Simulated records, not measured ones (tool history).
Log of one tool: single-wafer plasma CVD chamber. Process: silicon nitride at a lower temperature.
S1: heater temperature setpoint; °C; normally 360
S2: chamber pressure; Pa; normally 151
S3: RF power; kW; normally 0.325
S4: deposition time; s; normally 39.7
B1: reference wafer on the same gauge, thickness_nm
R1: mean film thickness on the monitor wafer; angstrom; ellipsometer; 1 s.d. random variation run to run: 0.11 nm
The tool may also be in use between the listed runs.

run     day   S1   S2     S3    S4      B1      R1
  1   0.000  360  151  0.325  39.7  36.901  399.79
  2   2.838  360  151  0.325  39.7  36.891  398.57
  3   4.846  360  151  0.325  39.7  36.904  397.75
  4   5.992  360  151  0.325  39.7  36.902  398.97
      6.825  -- gauge calibrated
  5   7.188  360  151  0.325  43.8  36.891  440.44
  6   8.504  360  173  0.325  39.7  36.918  413.38
  7  16.042  360  173  0.325  39.7  36.919  411.44
  8  18.246  360  173  0.325  39.7  36.902  411.76
  9  20.329  360  151  0.325  39.7  36.900  391.27
 10  22.233  360  151  0.325  39.7  36.907  390.55
     23.583  -- thermocouple changed; heater temperature recalibrated
 11  24.108  349  128  0.370  44.3  36.933  450.09
     26.650  -- capacitance manometer re-zeroed and calibrated
 12  26.671  375  151  0.305  39.7  36.923  361.42
     27.004  -- RF generator calibrated
 13  28.338  354  137  0.275  35.9  36.920  311.48
 14  29.417  360  151  0.325  42.1  36.921  424.46
 15  30.892  348  151  0.375  39.7  36.889  441.72
     33.733  -- showerhead replaced
 16  33.754  360  151  0.325  39.7  36.905  400.84
 17  35.258  360  151  0.325  39.7  36.839  400.61
     35.750  -- gauge calibrated
 18  37.004  360  151  0.325  39.7  36.894  403.61
 19  38.704  360  121  0.325  34.2  36.900  319.71
 20  43.283  360  167  0.290  39.7  36.894  386.40
 21  44.792  364  165  0.355  37.2  36.917  411.52

Below are 3 alternative next runs, each starting from the tool's condition after run 21. Predict each:
  A  44.808  360  151  0.390  39.7   ?   ?
  B  44.808  348  171  0.285  39.7   ?   ?
  C  44.808  360  151  0.295  39.7   ?   ?

run      B1      R1
  A  36.878  451.97
  B  36.878  383.61
  C  36.878  375.55
Without the tool's hidden state the same runs would have given:
run      R1
  A  449.61
  B  382.07
  C  373.89
